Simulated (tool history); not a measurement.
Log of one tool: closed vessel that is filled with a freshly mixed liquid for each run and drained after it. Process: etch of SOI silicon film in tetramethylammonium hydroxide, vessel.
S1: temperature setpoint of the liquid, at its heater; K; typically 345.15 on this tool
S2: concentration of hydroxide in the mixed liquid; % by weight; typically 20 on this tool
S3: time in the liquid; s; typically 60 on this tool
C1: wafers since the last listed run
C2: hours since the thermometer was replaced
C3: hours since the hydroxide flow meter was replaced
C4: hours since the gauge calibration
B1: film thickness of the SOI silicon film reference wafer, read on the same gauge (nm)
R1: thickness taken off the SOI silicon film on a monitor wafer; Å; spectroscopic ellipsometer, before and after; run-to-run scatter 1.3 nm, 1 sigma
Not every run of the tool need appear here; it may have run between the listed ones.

| run | day | S1 | S2 | S3 | C1 | C2 | C3 | C4 | B1 | R1 |
|---|---|---|---|---|---|---|---|---|---|---|
| 1 | 0 | 347.65 | 21.5 | 60 | 0 | 944 | 1984.8 | 942.9 | 110.01 | 4211.5 |
| 2 | 2.725 | 345.15 | 18.5 | 60 | 9147 | 1009.4 | 2050.2 | 1008.3 | 110.03 | 3881.4 |
| 3 | 4.325 | 345.15 | 18.5 | 60 | 5371 | 1047.8 | 2088.6 | 1046.7 | 109.99 | 3867.5 |
| 4 | 5.671 | 345.15 | 20 | 60 | 4517 | 1080.1 | 2120.9 | 1079 | 110.02 | 3765.6 |
| 5 | 6.862 | 345.15 | 20 | 60 | 4000 | 1108.7 | 2149.5 | 1107.6 | 110.03 | 3774.8 |
| 6 | 7.871 | 345.15 | 20 | 30 | 3384 | 1132.9 | 2173.7 | 1131.8 | 109.98 | 1898.5 |
| 7 | 9.308 | 345.15 | 20 | 30 | 4825 | 1167.4 | 2208.2 | 1166.3 | 110.04 | 1887.5 |
| 8 | 11.338 | 345.15 | 20 | 50 | 6811 | 1216.1 | 2256.9 | 1215 | 109.99 | 3144.4 |
| 9 | 12.804 | 345.15 | 20 | 50 | 4923 | 1251.3 | 2292.1 | 1250.2 | 110.01 | 3137.3 |
| 10 | 14.788 | 345.15 | 20 | 60 | 6658 | 1298.9 | 2339.7 | 1297.8 | 110.05 | 3768.3 |
|  | 15.862 | hydroxide flow meter replaced |
| 11 | 16.571 | 345.15 | 22 | 85 | 5846 | 1341.7 | 17 | 1340.6 | 110.01 | 4886.4 |
| 12 | 18.271 | 345.15 | 22 | 85 | 5706 | 1382.5 | 57.8 | 1381.4 | 110 | 4881 |
| 13 | 20.504 | 340.65 | 24 | 35 | 7497 | 1436.1 | 111.4 | 1435 | 110 | 1401 |
|  | 20.542 | gauge calibrated |
| 14 | 21.871 | 345.15 | 16 | 75 | 4587 | 1468.9 | 144.2 | 31.9 | 109.97 | 4954.5 |
|  | 22.642 | thermometer replaced |
| 15 | 24.125 | 345.15 | 16 | 75 | 7427 | 35.6 | 198.3 | 86 | 109.99 | 5053.7 |
| 16 | 25.267 | 348.15 | 20 | 60 | 3832 | 63 | 225.7 | 113.4 | 109.99 | 4396.7 |
| 17 | 27.896 | 350.65 | 24 | 35 | 8826 | 126.1 | 288.8 | 176.5 | 110.02 | 2551.4 |
| 18 | 29.554 | 345.15 | 16 | 75 | 5566 | 165.9 | 328.6 | 216.3 | 110.01 | 5084 |
| 19 | 31.979 | 345.15 | 20 | 60 | 8140 | 224.1 | 386.8 | 274.5 | 110 | 3676 |
| 20 | 34.925 | 345.15 | 17.5 | 95 | 9889 | 294.8 | 457.5 | 345.2 | 110.02 | 6187.1 |
| 21 | 37.458 | 345.15 | 20 | 60 | 8504 | 355.6 | 518.3 | 406 | 109.98 | 3675.4 |
| 22 | 39.138 | 352.15 | 25 | 75 | 5636 | 395.9 | 558.6 | 446.3 | 110.03 | 5762.6 |
| 23 | 41.479 | 338.15 | 25 | 95 | 7860 | 452.1 | 614.8 | 502.5 | 110.04 | 3233.3 |
| 24 | 47.638 | 345.15 | 20 | 45 | 20673 | 599.9 | 762.6 | 650.3 | 109.97 | 2772.7 |
| 25 | 48.888 | 345.15 | 15 | 90 | 4196 | 629.9 | 792.6 | 680.3 | 110.01 | 6199.9 |
| 26 | 51.558 | 345.15 | 25 | 70 | 8965 | 694 | 856.7 | 744.4 | 110.02 | 3641.7 |
| 27 | 55.446 | 345.15 | 20 | 60 | 13050 | 787.3 | 950 | 837.7 | 109.98 | 3695.5 |
| 28 | 57.275 | 348.65 | 25 | 60 | 6140 | 831.2 | 993.9 | 881.6 | 109.98 | 3818.5 |
| 29 | 58.983 | 349.65 | 17.5 | 60 | 5734 | 872.2 | 1034.9 | 922.6 | 110.01 | 5089.7 |
| 30 | 61.167 | 337.65 | 20 | 60 | 7329 | 924.6 | 1087.3 | 975 | 110.02 | 2377.1 |
| 31 | 62.908 | 340.15 | 23.5 | 40 | 5846 | 966.4 | 1129.1 | 1016.8 | 109.99 | 1675.6 |
| 32 | 64.725 | 345.15 | 20 | 35 | 6098 | 1010 | 1172.7 | 1060.4 | 110.05 | 2152.1 |
| 33 | 65.767 | 347.65 | 14 | 90 | 3496 | 1035 | 1197.7 | 1085.4 | 109.99 | 7428.3 |

5 ways to go on from here, each from the tool as it stands after run 33. What would each give?
| A | 65.796 | 345.15 | 20 | 90 | 97 | 1035.7 | 1198.4 | 1086.1 | ? | ? |
| B | 65.796 | 352.65 | 18 | 30 | 97 | 1035.7 | 1198.4 | 1086.1 | ? | ? |
| C | 65.796 | 345.15 | 20 | 40 | 97 | 1035.7 | 1198.4 | 1086.1 | ? | ? |
| D | 65.796 | 351.65 | 18 | 95 | 97 | 1035.7 | 1198.4 | 1086.1 | ? | ? |
| E | 65.796 | 340.65 | 23.5 | 75 | 97 | 1035.7 | 1198.4 | 1086.1 | ? | ? |

| run | B1 | R1 |
|---|---|---|
| A | 109.96 | 5555 |
| B | 109.96 | 2962.5 |
| C | 109.96 | 2468.9 |
| D | 109.96 | 8871.8 |
| E | 109.96 | 3235.1 |
What these runs would have given with no unlogged condition in the tool:
| run | R1 |
|---|---|
| A | 5532.6 |
| B | 2956.5 |
| C | 2458.9 |
| D | 8854.6 |
| E | 3129.6 |
